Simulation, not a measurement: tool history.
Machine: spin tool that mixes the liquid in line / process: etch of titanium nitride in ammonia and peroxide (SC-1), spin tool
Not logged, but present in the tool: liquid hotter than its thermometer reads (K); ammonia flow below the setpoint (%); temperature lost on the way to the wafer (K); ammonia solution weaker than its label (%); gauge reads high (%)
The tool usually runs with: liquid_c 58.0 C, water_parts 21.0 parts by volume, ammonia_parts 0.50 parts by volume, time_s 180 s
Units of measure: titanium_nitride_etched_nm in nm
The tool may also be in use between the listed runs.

run   hour  liquid_c  water_parts  ammonia_parts  time_s  wafers since the last listed run  hours since the thermometer was replaced  hours since the ammonia flow meter was replaced  hours since the heated supply line was repaired  hours since the drum of ammonia solution was connected  hours since the gauge calibration  read-back film thickness of the titanium nitride reference wafer, read on the same gauge (nm)  titanium_nitride_etched_nm
  1    0.0      58.0         21.0           0.50     180                                 0                                    2068.8                                           2354.2                                           1542.2                                                   142.6                              165.3                                                                                         110.04                        9.62
  2   22.7      58.0         21.0           0.50     180                               153                                    2091.5                                           2376.9                                           1564.9                                                   165.3                              188.0                                                                                         109.97                        9.52
      37.6  -- gauge calibrated
  3   46.6      58.0         18.0           0.50     225                               161                                    2115.4                                           2400.8                                           1588.8                                                   189.2                                9.0                                                                                         109.98                       13.09
  4   69.8      58.0         18.0           0.50     225                               156                                    2138.6                                           2424.0                                           1612.0                                                   212.4                               32.2                                                                                         110.05                       12.86
  5  100.9      54.0         21.0           0.50     140                               209                                    2169.7                                           2455.1                                           1643.1                                                   243.5                               63.3                                                                                         110.01                        5.63
     181.2  -- heated supply line repaired
  6  189.3      54.0         21.0           0.50     140                               589                                    2258.1                                           2543.5                                              8.1                                                   331.9                              151.7                                                                                         109.94                        6.48
     205.4  -- ammonia flow meter replaced
  7  219.3      54.0         21.0           0.50     140                               195                                    2288.1                                             13.9                                             38.1                                                   361.9                              181.7                                                                                         110.01                        6.52
  8  239.8      49.5         21.0           0.30     180                               138                                    2308.6                                             34.4                                             58.6                                                   382.4                              202.2                                                                                         109.98                        5.62
     242.7  -- new drum of ammonia solution connected
     246.8  -- gauge calibrated
  9  258.6      58.0         21.0           0.65     180                               120                                    2327.4                                             53.2                                             77.4                                                    15.9                               11.8                                                                                         110.04                       11.72
     284.7  -- thermometer replaced
 10  292.2      66.0         13.5           0.50     180                               219                                       7.5                                             86.8                                            111.0                                                    49.5                               45.4                                                                                         110.03                       23.77
 11  320.0      58.0         21.0           0.50     180                               187                                      35.3                                            114.6                                            138.8                                                    77.3                               73.2                                                                                         110.00                       11.13
 12  346.8      62.0         21.0           0.50     180                               180                                      62.1                                            141.4                                            165.6                                                   104.1                              100.0                                                                                         110.03                       14.34
 13  374.0      51.0         21.0           0.35     115                               183                                      89.3                                            168.6                                            192.8                                                   131.3                              127.2                                                                                         109.99                        4.06
 14  402.3      58.0         28.5           0.50     180                               190                                     117.6                                            196.9                                            221.1                                                   159.6                              155.5                                                                                         110.01                        9.13
 15  429.2      49.5         21.0           0.30     180                               181                                     144.5                                            223.8                                            248.0                                                   186.5                              182.4                                                                                         110.00                        5.54

Below are 5 alternative next runs, each starting from the tool's condition after run 15. Predict each:
  A  429.7      58.0         21.0           0.50     180                                 3                                     145.0                                            224.3                                            248.5                                                   187.0                              182.9                                                                                              ?                           ?
  B  429.7      63.0         21.0           0.50     180                                 3                                     145.0                                            224.3                                            248.5                                                   187.0                              182.9                                                                                              ?                           ?
  C  429.7      53.0         30.5           0.70     150                                 3                                     145.0                                            224.3                                            248.5                                                   187.0                              182.9                                                                                              ?                           ?
  D  429.7      58.0         29.5           0.50     180                                 3                                     145.0                                            224.3                                            248.5                                                   187.0                              182.9                                                                                              ?                           ?
  E  429.7      58.0         25.5           0.50     260                                 3                                     145.0                                            224.3                                            248.5                                                   187.0                              182.9                                                                                              ?                           ?

run  read-back film thickness of the titanium nitride reference wafer, read on the same gauge (nm)  titanium_nitride_etched_nm
  A                                                                                         109.98                       10.77
  B                                                                                         109.98                       14.97
  C                                                                                         109.98                        5.52
  D                                                                                         109.98                        8.89
  E                                                                                         109.98                       13.95
With no hidden state in the tool, these same runs would have given:
run  titanium_nitride_etched_nm
  A                       11.69
  B                       16.21
  C                        6.00
  D                        9.65
  E                       15.14
